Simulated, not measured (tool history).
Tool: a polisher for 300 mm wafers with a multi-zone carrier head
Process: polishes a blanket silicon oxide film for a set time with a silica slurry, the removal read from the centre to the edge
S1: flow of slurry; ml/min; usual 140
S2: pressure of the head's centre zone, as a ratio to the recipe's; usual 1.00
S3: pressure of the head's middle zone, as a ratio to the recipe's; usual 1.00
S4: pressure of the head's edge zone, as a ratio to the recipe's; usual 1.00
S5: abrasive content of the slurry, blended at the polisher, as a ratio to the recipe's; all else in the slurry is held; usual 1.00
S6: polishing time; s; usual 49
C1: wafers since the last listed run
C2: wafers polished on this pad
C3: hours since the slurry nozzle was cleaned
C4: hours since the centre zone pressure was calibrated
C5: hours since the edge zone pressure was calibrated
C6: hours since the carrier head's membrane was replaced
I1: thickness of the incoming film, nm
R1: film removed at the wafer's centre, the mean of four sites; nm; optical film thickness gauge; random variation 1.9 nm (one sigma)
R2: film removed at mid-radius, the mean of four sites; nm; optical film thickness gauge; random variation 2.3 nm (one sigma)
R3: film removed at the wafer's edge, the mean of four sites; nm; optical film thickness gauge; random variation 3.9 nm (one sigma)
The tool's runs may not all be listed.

{"run": 1, "day": 0.0, "S1": 140, "S2": 1.03, "S3": 0.91, "S4": 1.0, "S5": 1.0, "S6": 41, "C1": 0, "C2": 258, "C3": 138.1, "C4": 33.6, "C5": 875.8, "C6": 440.6, "I1": 1391.3, "R1": 255.8, "R2": 236.5, "R3": 252.9}
{"run": 2, "day": 0.9, "S1": 140, "S2": 0.92, "S3": 0.94, "S4": 1.0, "S5": 1.15, "S6": 49, "C1": 143, "C2": 402, "C3": 159.7, "C4": 55.2, "C5": 897.4, "C6": 462.2, "I1": 1362.4, "R1": 285.3, "R2": 299.3, "R3": 307.0}
{"day": 1.617, "done": "edge zone pressure recalibrated"}
{"run": 3, "day": 1.762, "S1": 140, "S2": 1.0, "S3": 1.0, "S4": 1.0, "S5": 1.0, "S6": 49, "C1": 124, "C2": 527, "C3": 180.4, "C4": 75.9, "C5": 3.5, "C6": 482.9, "I1": 1362.9, "R1": 297.3, "R2": 293.7, "R3": 299.6}
{"run": 4, "day": 2.404, "S1": 140, "S2": 1.0, "S3": 1.0, "S4": 1.0, "S5": 1.0, "S6": 49, "C1": 102, "C2": 629, "C3": 195.8, "C4": 91.3, "C5": 18.9, "C6": 498.3, "I1": 1372.0, "R1": 295.0, "R2": 294.2, "R3": 294.4}
{"run": 5, "day": 3.196, "S1": 140, "S2": 0.9, "S3": 0.96, "S4": 0.91, "S5": 0.8, "S6": 49, "C1": 126, "C2": 756, "C3": 214.8, "C4": 110.3, "C5": 37.9, "C6": 517.3, "I1": 1388.0, "R1": 252.6, "R2": 271.3, "R3": 262.6}
{"run": 6, "day": 3.954, "S1": 140, "S2": 0.92, "S3": 1.0, "S4": 1.0, "S5": 1.1, "S6": 49, "C1": 121, "C2": 877, "C3": 233.0, "C4": 128.5, "C5": 56.1, "C6": 535.5, "I1": 1378.6, "R1": 276.7, "R2": 295.4, "R3": 297.1}
{"run": 7, "day": 5.283, "S1": 140, "S2": 1.04, "S3": 1.11, "S4": 1.0, "S5": 1.2, "S6": 60, "C1": 212, "C2": 1090, "C3": 264.9, "C4": 160.4, "C5": 88.0, "C6": 567.4, "I1": 1377.0, "R1": 378.0, "R2": 387.0, "R3": 363.1}
{"day": 6.817, "done": "carrier head's membrane replaced by a new one"}
{"run": 8, "day": 6.838, "S1": 140, "S2": 1.0, "S3": 1.0, "S4": 1.0, "S5": 1.15, "S6": 49, "C1": 215, "C2": 1305, "C3": 302.2, "C4": 197.7, "C5": 125.3, "C6": 0.5, "I1": 1360.9, "R1": 292.4, "R2": 294.1, "R3": 299.3}
{"run": 9, "day": 7.338, "S1": 140, "S2": 1.0, "S3": 1.0, "S4": 1.06, "S5": 1.0, "S6": 44, "C1": 79, "C2": 1385, "C3": 314.2, "C4": 209.7, "C5": 137.3, "C6": 12.5, "I1": 1389.4, "R1": 252.5, "R2": 253.5, "R3": 259.1}
{"day": 8.042, "done": "worn pad replaced by a new one"}
{"run": 10, "day": 8.55, "S1": 140, "S2": 1.0, "S3": 1.0, "S4": 1.0, "S5": 0.75, "S6": 49, "C1": 167, "C2": 81, "C3": 343.3, "C4": 238.8, "C5": 166.4, "C6": 41.6, "I1": 1364.2, "R1": 288.6, "R2": 282.9, "R3": 285.7}
{"run": 11, "day": 9.412, "S1": 140, "S2": 0.92, "S3": 1.0, "S4": 1.0, "S5": 1.1, "S6": 41, "C1": 137, "C2": 219, "C3": 364.0, "C4": 259.5, "C5": 187.1, "C6": 62.3, "I1": 1388.9, "R1": 241.5, "R2": 256.3, "R3": 255.9}
{"run": 12, "day": 10.796, "S1": 140, "S2": 1.11, "S3": 1.0, "S4": 1.0, "S5": 1.0, "S6": 49, "C1": 221, "C2": 440, "C3": 397.2, "C4": 292.7, "C5": 220.3, "C6": 95.5, "I1": 1371.5, "R1": 323.9, "R2": 296.3, "R3": 302.9}
{"run": 13, "day": 12.179, "S1": 105, "S2": 1.0, "S3": 1.0, "S4": 1.0, "S5": 1.0, "S6": 49, "C1": 221, "C2": 661, "C3": 430.4, "C4": 325.9, "C5": 253.5, "C6": 128.7, "I1": 1369.6, "R1": 274.6, "R2": 282.3, "R3": 278.2}
{"run": 14, "day": 13.025, "S1": 140, "S2": 1.0, "S3": 1.0, "S4": 1.04, "S5": 0.9, "S6": 49, "C1": 135, "C2": 797, "C3": 450.7, "C4": 346.2, "C5": 273.8, "C6": 149.0, "I1": 1351.8, "R1": 288.6, "R2": 286.1, "R3": 305.2}
{"run": 15, "day": 14.188, "S1": 140, "S2": 1.0, "S3": 1.0, "S4": 1.0, "S5": 0.75, "S6": 65, "C1": 185, "C2": 983, "C3": 478.6, "C4": 374.1, "C5": 301.7, "C6": 176.9, "I1": 1370.8, "R1": 360.4, "R2": 363.2, "R3": 372.6}
{"run": 16, "day": 15.562, "S1": 140, "S2": 1.0, "S3": 1.0, "S4": 1.0, "S5": 1.0, "S6": 49, "C1": 219, "C2": 1203, "C3": 511.6, "C4": 407.1, "C5": 334.7, "C6": 209.9, "I1": 1345.5, "R1": 287.9, "R2": 291.0, "R3": 293.3}
{"day": 15.733, "done": "worn pad replaced by a new one"}
{"run": 17, "day": 16.908, "S1": 140, "S2": 1.0, "S3": 1.0, "S4": 1.0, "S5": 1.0, "S6": 49, "C1": 188, "C2": 188, "C3": 543.9, "C4": 439.4, "C5": 367.0, "C6": 242.2, "I1": 1366.6, "R1": 300.2, "R2": 305.2, "R3": 306.3}
{"run": 18, "day": 18.154, "S1": 140, "S2": 1.04, "S3": 0.92, "S4": 1.0, "S5": 1.0, "S6": 49, "C1": 199, "C2": 387, "C3": 573.8, "C4": 469.3, "C5": 396.9, "C6": 272.1, "I1": 1374.4, "R1": 310.1, "R2": 284.9, "R3": 305.0}
{"run": 19, "day": 18.658, "S1": 140, "S2": 1.0, "S3": 1.0, "S4": 1.0, "S5": 1.0, "S6": 49, "C1": 80, "C2": 467, "C3": 585.9, "C4": 481.4, "C5": 409.0, "C6": 284.2, "I1": 1349.0, "R1": 296.9, "R2": 299.6, "R3": 301.6}
{"day": 19.238, "done": "slurry nozzle cleaned"}
{"run": 20, "day": 19.775, "S1": 140, "S2": 1.08, "S3": 1.1, "S4": 0.91, "S5": 0.8, "S6": 49, "C1": 171, "C2": 639, "C3": 12.9, "C4": 508.2, "C5": 435.8, "C6": 311.0, "I1": 1370.6, "R1": 300.5, "R2": 296.8, "R3": 267.2}
{"run": 21, "day": 20.462, "S1": 140, "S2": 1.0, "S3": 1.0, "S4": 1.0, "S5": 1.0, "S6": 49, "C1": 109, "C2": 749, "C3": 29.4, "C4": 524.7, "C5": 452.3, "C6": 327.5, "I1": 1367.9, "R1": 291.1, "R2": 293.3, "R3": 296.9}
{"run": 22, "day": 21.454, "S1": 140, "S2": 1.0, "S3": 0.93, "S4": 1.07, "S5": 1.0, "S6": 49, "C1": 158, "C2": 908, "C3": 53.2, "C4": 548.5, "C5": 476.1, "C6": 351.3, "I1": 1369.5, "R1": 292.2, "R2": 278.1, "R3": 299.2}

Hidden state at the last listed run before each entry between runs and at the first one after, where it differs:
Between runs 2 and 3: edge zone pressure recalibrated (day 1.617)
  removal rate lost through wear of the pad, %: 3.46 -> 4.14
  measured less the result without the state, R1: -10.2 -> -12.9 nm; R2: -10.8 -> -12.6 nm; R3: -11.0 -> -12.9 nm
Between runs 7 and 8: carrier head's membrane replaced by a new one (day 6.817)
  removal rate lost through wear of the pad, %: 6.9 -> 8.11
  measured less the result without the state, R1: -28.0 -> -25.8 nm; R2: -28.6 -> -26.0 nm; R3: -26.9 -> -26.4 nm
Between runs 9 and 10: worn pad replaced by a new one (day 8.042)
  removal rate lost through wear of the pad, %: 8.51 -> 0.681
  measured less the result without the state, R1: -23.4 -> -2.0 nm; R2: -23.5 -> -2.0 nm; R3: -24.1 -> -1.9 nm
Between runs 16 and 17: worn pad replaced by a new one (day 15.733)
  removal rate lost through wear of the pad, %: 6.18 -> 1.58
  measured less the result without the state, R1: -18.9 -> -4.8 nm; R2: -19.2 -> -4.9 nm; R3: -19.3 -> -4.9 nm
Between runs 19 and 20: slurry nozzle cleaned (day 19.238)
  removal rate lost through wear of the pad, %: 2.95 -> 3.83
  measured less the result without the state, R1: -9.0 -> -11.9 nm; R2: -9.1 -> -11.8 nm; R3: -9.2 -> -10.6 nm

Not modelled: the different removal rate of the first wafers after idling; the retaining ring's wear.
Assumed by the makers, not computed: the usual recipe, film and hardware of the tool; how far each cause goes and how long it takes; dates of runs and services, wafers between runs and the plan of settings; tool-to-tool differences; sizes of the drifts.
